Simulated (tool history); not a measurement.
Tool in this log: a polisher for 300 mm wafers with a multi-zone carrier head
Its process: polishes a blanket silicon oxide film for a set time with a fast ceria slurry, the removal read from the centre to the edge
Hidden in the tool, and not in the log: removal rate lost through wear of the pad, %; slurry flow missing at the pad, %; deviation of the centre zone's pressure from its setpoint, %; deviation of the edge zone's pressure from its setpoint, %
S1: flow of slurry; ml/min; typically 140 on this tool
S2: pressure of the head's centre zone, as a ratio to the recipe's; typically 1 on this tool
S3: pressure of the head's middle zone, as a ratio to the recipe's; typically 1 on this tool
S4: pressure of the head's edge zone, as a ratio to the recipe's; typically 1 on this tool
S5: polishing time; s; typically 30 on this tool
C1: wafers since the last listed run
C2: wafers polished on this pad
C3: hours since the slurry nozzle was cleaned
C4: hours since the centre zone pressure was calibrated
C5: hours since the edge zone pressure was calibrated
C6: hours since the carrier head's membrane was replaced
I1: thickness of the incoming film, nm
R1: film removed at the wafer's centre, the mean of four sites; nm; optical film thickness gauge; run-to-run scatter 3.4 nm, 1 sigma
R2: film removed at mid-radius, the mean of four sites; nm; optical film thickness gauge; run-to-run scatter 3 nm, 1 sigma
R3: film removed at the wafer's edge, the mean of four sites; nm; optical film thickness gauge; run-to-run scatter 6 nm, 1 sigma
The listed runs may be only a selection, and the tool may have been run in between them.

Run 1, hour 0: usual settings but S3 1.04; C1 0; C2 1609; C3 576.8; C4 245.1; C5 572.3; C6 182.3; I1 3278.8. Result: R1 413.4 nm, R2 416.5 nm, R3 413.7 nm.
Run 2, hour 89.5: usual settings; C1 1170; C2 2780; C3 666.3; C4 334.6; C5 661.8; C6 271.8; I1 3197.4. Result: R1 406.6 nm, R2 388.4 nm, R3 414.4 nm.
At hour 129.9: slurry nozzle cleaned.
Run 3, hour 147.5: usual settings; C1 745; C2 3526; C3 17.6; C4 392.6; C5 719.8; C6 329.8; I1 3250.1. Result: R1 399.8 nm, R2 384.2 nm, R3 395.1 nm.
Run 4, hour 199.7: usual settings but S4 1.08; C1 682; C2 4209; C3 69.8; C4 444.8; C5 772; C6 382; I1 3222.4. Result: R1 392.5 nm, R2 382.7 nm, R3 408.2 nm.
At hour 240.2: edge zone pressure recalibrated.
At hour 250.5: worn pad replaced by a new one.
Run 5, hour 281.1: usual settings; C1 986; C2 400; C3 151.2; C4 526.2; C5 40.9; C6 463.4; I1 3278.3. Result: R1 411.4 nm, R2 399.4 nm, R3 415.1 nm.
Run 6, hour 373.4: usual settings; C1 1207; C2 1608; C3 243.5; C4 618.5; C5 133.2; C6 555.7; I1 3315.5. Result: R1 406.4 nm, R2 401.4 nm, R3 408.2 nm.
Run 7, hour 426.4: usual settings but S1 170 ml/min, S2 1.07; C1 693; C2 2301; C3 296.5; C4 671.5; C5 186.2; C6 608.7; I1 3231.2. Result: R1 450.5 nm, R2 410 nm, R3 422.3 nm.
Run 8, hour 499.1: usual settings but S3 0.97; C1 951; C2 3252; C3 369.2; C4 744.2; C5 258.9; C6 681.4; I1 3274.3. Result: R1 398.7 nm, R2 380.1 nm, R3 397.7 nm.
At hour 510.7: centre zone pressure recalibrated.
Run 9, hour 537: usual settings but S1 120 ml/min, S3 1.08; C1 469; C2 3722; C3 407.1; C4 26.3; C5 296.8; C6 719.3; I1 3229.5. Result: R1 381.6 nm, R2 397.1 nm, R3 387.6 nm.
At hour 584.3: carrier head's membrane replaced by a new one.
At hour 604.1: worn pad replaced by a new one.
Run 10, hour 630.8: usual settings but S2 0.89, S3 0.93; C1 1109; C2 349; C3 500.9; C4 120.1; C5 390.6; C6 46.5; I1 3273.1. Result: R1 374 nm, R2 376.2 nm, R3 420.3 nm.
Run 11, hour 686.3: usual settings but S1 100 ml/min, S3 1.09; C1 726; C2 1075; C3 556.4; C4 175.6; C5 446.1; C6 102; I1 3286.9. Result: R1 376.6 nm, R2 398.6 nm, R3 395.4 nm.
At hour 726.2: slurry nozzle cleaned.
Run 12, hour 778.6: usual settings; C1 1194; C2 2269; C3 52.4; C4 267.9; C5 538.4; C6 194.3; I1 3230.6. Result: R1 403.2 nm, R2 392.2 nm, R3 400.7 nm.
Run 13, hour 869.1: usual settings but S1 95 ml/min, S2 0.91, S3 1.08, S4 1.07; C1 1183; C2 3453; C3 142.9; C4 358.4; C5 628.9; C6 284.8; I1 3284.5. Result: R1 337.8 nm, R2 375.9 nm, R3 383 nm.
Run 14, hour 925.7: usual settings; C1 740; C2 4193; C3 199.5; C4 415; C5 685.5; C6 341.4; I1 3313.2. Result: R1 383.6 nm, R2 375.2 nm, R3 400.3 nm.
Run 15, hour 965: usual settings but S1 125 ml/min, S3 1.05, S4 1.09, S5 26 s; C1 514; C2 4707; C3 238.8; C4 454.3; C5 724.8; C6 380.7; I1 3261.9. Result: R1 325.2 nm, R2 326.2 nm, R3 346.2 nm.
At hour 999.6: edge zone pressure recalibrated.
At hour 1009.8: worn pad replaced by a new one.
Run 16, hour 1051: usual settings but S3 0.9, S5 39 s; C1 1046; C2 538; C3 324.8; C4 540.3; C5 51.4; C6 466.7; I1 3298.6. Result: R1 545.3 nm, R2 484.9 nm, R3 545.1 nm.
Run 17, hour 1153.6: usual settings but S2 0.91; C1 1342; C2 1880; C3 427.4; C4 642.9; C5 154; C6 569.3; I1 3231.2. Result: R1 379.8 nm, R2 405.6 nm, R3 418.2 nm.
Run 18, hour 1242.5: usual settings but S1 175 ml/min, S4 1.11, S5 22 s; C1 1162; C2 3043; C3 516.3; C4 731.8; C5 242.9; C6 658.2; I1 3236.7. Result: R1 305 nm, R2 298 nm, R3 314.3 nm.
At hour 1245.6: centre zone pressure recalibrated.
Run 19, hour 1326.1: usual settings; C1 1067; C2 4111; C3 599.9; C4 80.5; C5 326.5; C6 741.8; I1 3273. Result: R1 389.9 nm, R2 387.9 nm, R3 397.9 nm.
At hour 1332.1: slurry nozzle cleaned.
Run 20, hour 1420.7: usual settings; C1 1224; C2 5335; C3 88.6; C4 175.1; C5 421.1; C6 836.4; I1 3299. Result: R1 380.3 nm, R2 366.8 nm, R3 369.4 nm.
At hour 1457: worn pad replaced by a new one.
Run 21, hour 1526.9: usual settings but S2 1.1, S5 33 s; C1 1336; C2 914; C3 194.8; C4 281.3; C5 527.3; C6 942.6; I1 3322.9. Result: R1 486.4 nm, R2 443.4 nm, R3 456.9 nm.

Exercise: give the hidden state of the tool at every run:
slurry flow missing at the pad, %: 0, the same for each run
deviation of the centre zone's pressure from its setpoint, %: 0, the same for each run
deviation of the edge zone's pressure from its setpoint, %: 0, the same for each run
H1: removal rate lost through wear of the pad, %
run     H1
  1   1.07
  2    2.6
  3   4.04
  4   5.62
  5  0.441
  6   1.17
  7   1.98
  8   3.56
  9    4.6
 10   1.54
 11   1.85
 12   3.06
 13    5.1
 14    6.8
 15   8.17
 16  0.162
 17   1.13
 18   2.85
 19    5.2
 20   8.72
 21   1.04
